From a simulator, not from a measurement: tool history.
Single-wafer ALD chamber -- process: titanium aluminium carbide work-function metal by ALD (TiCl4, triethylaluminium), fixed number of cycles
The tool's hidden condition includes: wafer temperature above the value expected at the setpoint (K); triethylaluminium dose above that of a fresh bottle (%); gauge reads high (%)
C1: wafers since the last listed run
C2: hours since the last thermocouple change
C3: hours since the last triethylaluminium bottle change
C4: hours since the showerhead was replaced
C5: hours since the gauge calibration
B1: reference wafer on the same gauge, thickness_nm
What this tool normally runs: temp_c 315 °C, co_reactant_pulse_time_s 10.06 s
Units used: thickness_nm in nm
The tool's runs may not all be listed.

run 1 day=0.000 | temp_c=315 co_reactant_pulse_time_s=7.71 | C1=0 C2=632.9 C3=1180.1 C4=3346.7 C5=577.5 | B1=2.319 | thickness_nm=1.957
run 2 day=1.325 | temp_c=315 co_reactant_pulse_time_s=7.71 | C1=330 C2=664.7 C3=1211.9 C4=3378.5 C5=609.3 | B1=2.319 | thickness_nm=1.952
run 3 day=3.688 | temp_c=315 co_reactant_pulse_time_s=10.89 | C1=589 C2=721.4 C3=1268.6 C4=3435.2 C5=666.0 | B1=2.319 | thickness_nm=2.180
run 4 day=5.542 | temp_c=315 co_reactant_pulse_time_s=10.89 | C1=463 C2=765.9 C3=1313.1 C4=3479.7 C5=710.5 | B1=2.320 | thickness_nm=2.193
run 5 day=6.600 | temp_c=315 co_reactant_pulse_time_s=11.52 | C1=264 C2=791.3 C3=1338.5 C4=3505.1 C5=735.9 | B1=2.319 | thickness_nm=2.202
run 6 day=7.958 | temp_c=315 co_reactant_pulse_time_s=11.52 | C1=339 C2=823.9 C3=1371.1 C4=3537.7 C5=768.5 | B1=2.321 | thickness_nm=2.211
run 7 day=9.108 | temp_c=315 co_reactant_pulse_time_s=7.05 | C1=287 C2=851.5 C3=1398.7 C4=3565.3 C5=796.1 | B1=2.321 | thickness_nm=1.827
run 8 day=11.321 | temp_c=315 co_reactant_pulse_time_s=7.05 | C1=552 C2=904.6 C3=1451.8 C4=3618.4 C5=849.2 | B1=2.320 | thickness_nm=1.828
run 9 day=12.454 | temp_c=324 co_reactant_pulse_time_s=10.06 | C1=283 C2=931.8 C3=1479.0 C4=3645.6 C5=876.4 | B1=2.320 | thickness_nm=2.241
run 10 day=15.208 | temp_c=324 co_reactant_pulse_time_s=10.06 | C1=687 C2=997.9 C3=1545.1 C4=3711.7 C5=942.5 | B1=2.320 | thickness_nm=2.237
run 11 day=16.542 | temp_c=315 co_reactant_pulse_time_s=7.79 | C1=332 C2=1029.9 C3=1577.1 C4=3743.7 C5=974.5 | B1=2.321 | thickness_nm=1.978
run 12 day=17.600 | temp_c=315 co_reactant_pulse_time_s=10.06 | C1=264 C2=1055.3 C3=1602.5 C4=3769.1 C5=999.9 | B1=2.320 | thickness_nm=2.177
run 13 day=20.104 | temp_c=315 co_reactant_pulse_time_s=10.06 | C1=625 C2=1115.4 C3=1662.6 C4=3829.2 C5=1060.0 | B1=2.320 | thickness_nm=2.172
run 14 day=21.517 | temp_c=320 co_reactant_pulse_time_s=7.09 | C1=352 C2=1149.3 C3=1696.5 C4=3863.1 C5=1093.9 | B1=2.320 | thickness_nm=1.875
run 15 day=23.821 | temp_c=315 co_reactant_pulse_time_s=10.06 | C1=575 C2=1204.6 C3=1751.8 C4=3918.4 C5=1149.2 | B1=2.319 | thickness_nm=2.160
-- day=25.083 thermocouple changed; heater temperature recalibrated
run 16 day=26.321 | temp_c=315 co_reactant_pulse_time_s=6.68 | C1=541 C2=29.7 C3=1811.8 C4=3978.4 C5=1209.2 | B1=2.318 | thickness_nm=1.648
-- day=26.817 triethylaluminium bottle replaced
run 17 day=29.204 | temp_c=306 co_reactant_pulse_time_s=13.64 | C1=636 C2=98.9 C3=57.3 C4=4047.6 C5=1278.4 | B1=2.319 | thickness_nm=2.070
run 18 day=31.500 | temp_c=315 co_reactant_pulse_time_s=10.06 | C1=573 C2=154.0 C3=112.4 C4=4102.7 C5=1333.5 | B1=2.320 | thickness_nm=2.087
run 19 day=33.225 | temp_c=328 co_reactant_pulse_time_s=10.06 | C1=430 C2=195.4 C3=153.8 C4=4144.1 C5=1374.9 | B1=2.320 | thickness_nm=2.189
run 20 day=34.696 | temp_c=315 co_reactant_pulse_time_s=9.03 | C1=367 C2=230.7 C3=189.1 C4=4179.4 C5=1410.2 | B1=2.319 | thickness_nm=2.026
-- day=36.867 showerhead replaced
-- day=36.996 thermocouple changed; heater temperature recalibrated, repeated, since the last time left the tool worse
run 21 day=37.638 | temp_c=315 co_reactant_pulse_time_s=7.06 | C1=619 C2=15.4 C3=259.7 C4=18.5 C5=1480.8 | B1=2.319 | thickness_nm=1.815
-- day=38.621 gauge calibrated
run 22 day=40.633 | temp_c=315 co_reactant_pulse_time_s=10.06 | C1=748 C2=87.3 C3=331.6 C4=90.4 C5=48.3 | B1=2.318 | thickness_nm=2.140
run 23 day=43.079 | temp_c=325 co_reactant_pulse_time_s=13.23 | C1=610 C2=146.0 C3=390.3 C4=149.1 C5=107.0 | B1=2.318 | thickness_nm=2.293
run 24 day=45.721 | temp_c=304 co_reactant_pulse_time_s=11.28 | C1=659 C2=209.4 C3=453.7 C4=212.5 C5=170.4 | B1=2.319 | thickness_nm=2.095
run 25 day=48.688 | temp_c=315 co_reactant_pulse_time_s=10.06 | C1=740 C2=280.6 C3=524.9 C4=283.7 C5=241.6 | B1=2.321 | thickness_nm=2.158
run 26 day=49.938 | temp_c=328 co_reactant_pulse_time_s=8.54 | C1=312 C2=310.6 C3=554.9 C4=313.7 C5=271.6 | B1=2.321 | thickness_nm=2.152
run 27 day=50.954 | temp_c=305 co_reactant_pulse_time_s=12.54 | C1=253 C2=335.0 C3=579.3 C4=338.1 C5=296.0 | B1=2.322 | thickness_nm=2.131
run 28 day=52.062 | temp_c=323 co_reactant_pulse_time_s=8.35 | C1=276 C2=361.6 C3=605.9 C4=364.7 C5=322.6 | B1=2.322 | thickness_nm=2.096

Below are 4 alternative next runs, each starting from the tool's condition after run 28. Predict each:
run A day=52.079 | temp_c=315 co_reactant_pulse_time_s=10.06 | C1=4 C2=362.0 C3=606.3 C4=365.1 C5=323.0 | B1=? | thickness_nm=?
run B day=52.079 | temp_c=323 co_reactant_pulse_time_s=7.42 | C1=4 C2=362.0 C3=606.3 C4=365.1 C5=323.0 | B1=? | thickness_nm=?
run C day=52.079 | temp_c=323 co_reactant_pulse_time_s=12.95 | C1=4 C2=362.0 C3=606.3 C4=365.1 C5=323.0 | B1=? | thickness_nm=?
run D day=52.079 | temp_c=306 co_reactant_pulse_time_s=10.06 | C1=4 C2=362.0 C3=606.3 C4=365.1 C5=323.0 | B1=? | thickness_nm=?

run=A B1=2.319 thickness_nm=2.165
run=B B1=2.319 thickness_nm=1.962
run=C B1=2.319 thickness_nm=2.285
run=D B1=2.319 thickness_nm=2.095
The same runs, with their run-to-run variation unchanged, on a tool lacking any hidden condition would have given:
run=A thickness_nm=2.137
run=B thickness_nm=1.937
run=C thickness_nm=2.257
run=D thickness_nm=2.067

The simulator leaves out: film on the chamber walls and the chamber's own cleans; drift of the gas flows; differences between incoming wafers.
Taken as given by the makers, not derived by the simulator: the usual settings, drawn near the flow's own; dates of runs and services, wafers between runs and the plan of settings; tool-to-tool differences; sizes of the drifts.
